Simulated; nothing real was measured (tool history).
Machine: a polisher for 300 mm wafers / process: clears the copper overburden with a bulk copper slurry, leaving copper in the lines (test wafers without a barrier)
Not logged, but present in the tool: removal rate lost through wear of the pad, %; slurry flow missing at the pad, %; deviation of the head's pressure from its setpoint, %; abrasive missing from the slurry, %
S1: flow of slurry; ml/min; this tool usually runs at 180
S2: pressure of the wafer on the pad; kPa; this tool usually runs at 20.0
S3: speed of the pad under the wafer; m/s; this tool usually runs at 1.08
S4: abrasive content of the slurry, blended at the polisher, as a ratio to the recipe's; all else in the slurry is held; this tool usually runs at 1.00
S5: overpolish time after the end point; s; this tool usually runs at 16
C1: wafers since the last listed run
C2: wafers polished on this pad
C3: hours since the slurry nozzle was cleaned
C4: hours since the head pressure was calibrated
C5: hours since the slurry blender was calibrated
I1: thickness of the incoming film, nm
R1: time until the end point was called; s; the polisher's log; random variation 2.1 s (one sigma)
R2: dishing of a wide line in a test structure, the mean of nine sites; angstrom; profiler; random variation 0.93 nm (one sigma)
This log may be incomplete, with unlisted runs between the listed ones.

Run 1, day 0.000: usual settings; C1 0; C2 668; C3 504.3; C4 427.6; C5 112.9; I1 1398.9. Result: R1 118.3 s, R2 880 angstrom.
At day 0.092: head pressure recalibrated.
Run 2, day 2.112: usual settings; C1 192; C2 860; C3 555.0; C4 48.5; C5 163.6; I1 1359.4. Result: R1 115.4 s, R2 878 angstrom.
At day 3.425: worn pad replaced by a new one.
Run 3, day 4.488: usual settings; C1 209; C2 100; C3 612.0; C4 105.5; C5 220.6; I1 1370.8. Result: R1 117.6 s, R2 875 angstrom.
At day 5.200: slurry blender recalibrated.
Run 4, day 7.379: usual settings but S3 1.00 m/s; C1 266; C2 367; C3 681.4; C4 174.9; C5 52.3; I1 1356.1. Result: R1 125.5 s, R2 845 angstrom.
Run 5, day 10.050: usual settings but S3 1.00 m/s; C1 253; C2 620; C3 745.5; C4 239.0; C5 116.4; I1 1366.4. Result: R1 126.6 s, R2 849 angstrom.
Run 6, day 11.392: usual settings but S4 1.10; C1 127; C2 747; C3 777.7; C4 271.2; C5 148.6; I1 1379.3. Result: R1 117.2 s, R2 892 angstrom.
Run 7, day 13.029: usual settings but S4 1.10; C1 155; C2 902; C3 817.0; C4 310.5; C5 187.9; I1 1358.3. Result: R1 117.3 s, R2 873 angstrom.
At day 14.196: worn pad replaced by a new one.
Run 8, day 15.050: usual settings but S4 1.10; C1 175; C2 81; C3 865.5; C4 359.0; C5 236.4; I1 1373.7. Result: R1 116.0 s, R2 855 angstrom.
At day 16.292: slurry blender recalibrated.
Run 9, day 16.312: usual settings but S4 0.90; C1 111; C2 192; C3 895.8; C4 389.3; C5 0.5; I1 1354.6. Result: R1 118.4 s, R2 864 angstrom.
At day 17.954: head pressure recalibrated.
At day 18.250: slurry nozzle cleaned.
Run 10, day 18.554: usual settings but S4 0.90; C1 200; C2 393; C3 7.3; C4 14.4; C5 54.3; I1 1390.3. Result: R1 135.2 s, R2 824 angstrom.
Run 11, day 19.804: usual settings but S4 0.90; C1 118; C2 512; C3 37.3; C4 44.4; C5 84.3; I1 1373.3. Result: R1 129.2 s, R2 815 angstrom.
Run 12, day 21.467: usual settings; C1 157; C2 669; C3 77.2; C4 84.3; C5 124.2; I1 1388.8. Result: R1 132.4 s, R2 830 angstrom.
Run 13, day 23.575: usual settings but S1 135 ml/min, S2 25.5 kPa, S4 1.15, S5 10 s; C1 199; C2 869; C3 127.8; C4 134.9; C5 174.8; I1 1380.9. Result: R1 110.3 s, R2 727 angstrom.
At day 25.512: worn pad replaced by a new one.
At day 26.388: slurry blender recalibrated.
At day 30.175: slurry nozzle cleaned, repeated, since the last time left the tool worse.
Run 14, day 32.429: usual settings but S1 240 ml/min, S3 0.80 m/s; C1 811; C2 643; C3 54.1; C4 347.4; C5 145.0; I1 1369.0. Result: R1 142.8 s, R2 762 angstrom.
Run 15, day 34.512: usual settings but S1 235 ml/min; C1 197; C2 841; C3 104.1; C4 397.4; C5 195.0; I1 1386.1. Result: R1 111.1 s, R2 886 angstrom.
At day 35.512: head pressure recalibrated.
Run 16, day 36.058: usual settings but S1 240 ml/min, S5 23 s; C1 138; C2 980; C3 141.2; C4 13.1; C5 232.1; I1 1356.4. Result: R1 105.4 s, R2 1005 angstrom.
At day 36.867: worn pad replaced by a new one.
At day 36.892: slurry blender recalibrated.
Run 17, day 37.538: usual settings but S4 1.10, S5 25 s; C1 122; C2 61; C3 176.7; C4 48.6; C5 15.5; I1 1369.3. Result: R1 110.1 s, R2 1039 angstrom.
Run 18, day 38.646: usual settings; C1 105; C2 166; C3 203.3; C4 75.2; C5 42.1; I1 1365.1. Result: R1 116.0 s, R2 873 angstrom.
Run 19, day 40.812: usual settings but S3 0.72 m/s, S5 7 s; C1 205; C2 371; C3 255.3; C4 127.2; C5 94.1; I1 1386.7. Result: R1 170.0 s, R2 399 angstrom.
Run 20, day 43.262: usual settings but S2 22.1 kPa, S3 1.44 m/s; C1 232; C2 603; C3 314.1; C4 186.0; C5 152.9; I1 1380.6. Result: R1 79.8 s, R2 1020 angstrom.
Run 21, day 44.925: usual settings but S4 0.85, S5 7 s; C1 157; C2 761; C3 354.0; C4 225.9; C5 192.8; I1 1389.8. Result: R1 119.0 s, R2 537 angstrom.
Run 22, day 46.083: usual settings but S1 155 ml/min, S2 14.5 kPa, S4 1.15; C1 109; C2 871; C3 381.8; C4 253.7; C5 220.6; I1 1389.7. Result: R1 161.3 s, R2 705 angstrom.
At day 46.629: worn pad replaced by a new one.
At day 48.658: slurry blender recalibrated.
Run 23, day 49.071: usual settings but S3 1.40 m/s; C1 259; C2 223; C3 453.5; C4 325.4; C5 9.9; I1 1374.0. Result: R1 91.3 s, R2 961 angstrom.
Run 24, day 51.354: usual settings; C1 216; C2 440; C3 508.3; C4 380.2; C5 64.7; I1 1354.9. Result: R1 109.1 s, R2 863 angstrom.
At day 52.912: head pressure recalibrated.
Run 25, day 53.858: usual settings but S2 14.5 kPa, S3 0.94 m/s, S4 0.75, S5 6 s; C1 229; C2 669; C3 568.4; C4 22.7; C5 124.8; I1 1370.2. Result: R1 190.1 s, R2 316 angstrom.

Per-run results on a tool with no hidden state, each run keeping its own random variation:
run     R1    R2
  1  116.5   885
  2  113.2   885
  3  115.0   883
  4  122.0   856
  5  122.4   862
  6  113.0   906
  7  112.6   888
  8  110.7   872
  9  112.5   884
 10  118.5   875
 11  113.2   865
 12  115.9   881
 13   92.8   803
 14  142.6   762
 15  110.9   886
 16  105.2  1005
 17  109.7  1040
 18  115.6   874
 19  169.2   400
 20   79.3  1022
 21  118.1   540
 22  159.8   708
 23   90.3   964
 24  107.6   868
 25  186.8   321

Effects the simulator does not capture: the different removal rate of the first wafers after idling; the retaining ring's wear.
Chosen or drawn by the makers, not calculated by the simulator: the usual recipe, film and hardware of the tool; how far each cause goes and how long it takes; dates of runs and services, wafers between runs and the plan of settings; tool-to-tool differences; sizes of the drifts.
